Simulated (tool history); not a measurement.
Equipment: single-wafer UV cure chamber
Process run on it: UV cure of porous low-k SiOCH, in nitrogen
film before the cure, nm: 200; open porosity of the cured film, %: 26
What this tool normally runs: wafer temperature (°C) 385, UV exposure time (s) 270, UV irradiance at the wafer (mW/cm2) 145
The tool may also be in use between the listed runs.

run	hour	wafer temperature (°C)	UV exposure time (s)	UV irradiance at the wafer (mW/cm2)	wafers since the last listed run	hours since the UV bulbs were replaced	wafers since the quartz window was cleaned	loss of film thickness in the cure (%)
1	0	385	270	145	0	901.7	3754	16.56
2	28.1	385	270	145	108	929.8	3863	16.769
3	52	385	270	145	92	953.7	3956	16.064
4	76	385	270	145	93	977.7	4049	17.049
5	103	385	270	145	104	1004.7	4154	16.121
6	138.7	385	270	145	138	1040.4	4292	16.503
7	168.7	385	305	145	116	1070.4	4409	17.386
8	189.2	385	270	167	79	1090.9	4488	17.419
9	202.8	385	175	173	52	1104.5	4541	15.22
# hour 229.4: UV bulbs replaced
# hour 232.3: quartz window cleaned
10	232.8	385	170	145	74	3.4	2	14.015
11	256.1	385	270	145	90	26.7	92	16.814
12	279.5	397	270	145	90	50.1	183	16.614
13	303.3	390	270	127	92	73.9	275	16.359
14	335.9	385	270	174	126	106.5	401	16.98
15	352.3	385	360	145	63	122.9	465	18.207
16	367.3	375	320	145	58	137.9	523	17.026
17	393.7	372	345	145	102	164.3	626	17.535
18	412.2	385	230	145	71	182.8	697	15.926
19	496.8	385	270	145	328	267.4	1026	16.587

Predict each of these 4 candidate next runs independently; none follows another, all start after run 19:
A	497.3	394	270	145	1	267.9	1027	?
B	497.3	367	270	145	1	267.9	1027	?
C	497.3	403	160	179	1	267.9	1027	?
D	497.3	405	345	107	1	267.9	1027	?

run	loss of film thickness in the cure (%)
A	16.581
B	16.006
C	15.134
D	16.495
Without the tool's unlogged condition, the same runs would have read:
run	loss of film thickness in the cure (%)
A	16.581
B	16.006
C	15.134
D	16.495
